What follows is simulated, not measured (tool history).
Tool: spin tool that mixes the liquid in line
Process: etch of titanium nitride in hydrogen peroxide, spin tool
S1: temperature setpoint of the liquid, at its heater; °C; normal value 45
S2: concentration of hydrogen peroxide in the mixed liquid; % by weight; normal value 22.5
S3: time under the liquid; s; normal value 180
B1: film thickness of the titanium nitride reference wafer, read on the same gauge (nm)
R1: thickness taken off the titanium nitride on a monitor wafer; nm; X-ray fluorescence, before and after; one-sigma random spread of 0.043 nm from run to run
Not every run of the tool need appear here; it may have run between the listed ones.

run	hour	S1	S2	S3	B1	R1
1	0	45	22.5	180	59.991	4.119
2	51.4	45	22.5	180	60.001	4.167
3	109.6	45	22.5	180	59.991	4.036
4	139.4	45	22.5	180	59.983	4.04
5	201.8	45	22.5	180	59.993	4.038
6	249.5	45	22.5	180	60.005	3.993
7	316	45	22.5	180	60.004	4.017
# hour 360.7: gauge calibrated
8	369	45	22.5	180	59.989	4.028
9	397.7	45	19	180	60.011	3.787
10	430.9	45	19.5	240	60.004	5.146
11	467.9	45	22.5	180	60.002	3.922
# hour 479.5: thermometer replaced
# hour 551.1: heated supply line repaired
12	557.1	49.5	20	225	60.027	8.181
# hour 586.4: new drum of peroxide connected
13	598.5	45	17	180	60.016	4.542
# hour 633.9: peroxide flow meter replaced
14	662.5	37	22.5	275	59.987	3.979
15	722.7	48	18	180	59.988	5.653
16	775.7	54.5	28.5	180	60.015	9.983
17	803.7	45	18.5	225	59.995	5.621
18	871.5	45	28	125	59.996	3.411

Hidden state, per run?
peroxide flow below the setpoint (%): 0 on each run
temperature lost on the way to the wafer (K): 0 on each run
peroxide weaker than its label (%): 0 on each run
gauge reads high (%): 0 on each run
H1: liquid colder than its thermometer reads (K)
run	H1
1	2.51
2	2.57
3	2.63
4	2.66
5	2.73
6	2.78
7	2.85
8	2.91
9	2.94
10	2.97
11	3.01
12	0.319
13	0.364
14	0.433
15	0.497
16	0.554
17	0.585
18	0.658

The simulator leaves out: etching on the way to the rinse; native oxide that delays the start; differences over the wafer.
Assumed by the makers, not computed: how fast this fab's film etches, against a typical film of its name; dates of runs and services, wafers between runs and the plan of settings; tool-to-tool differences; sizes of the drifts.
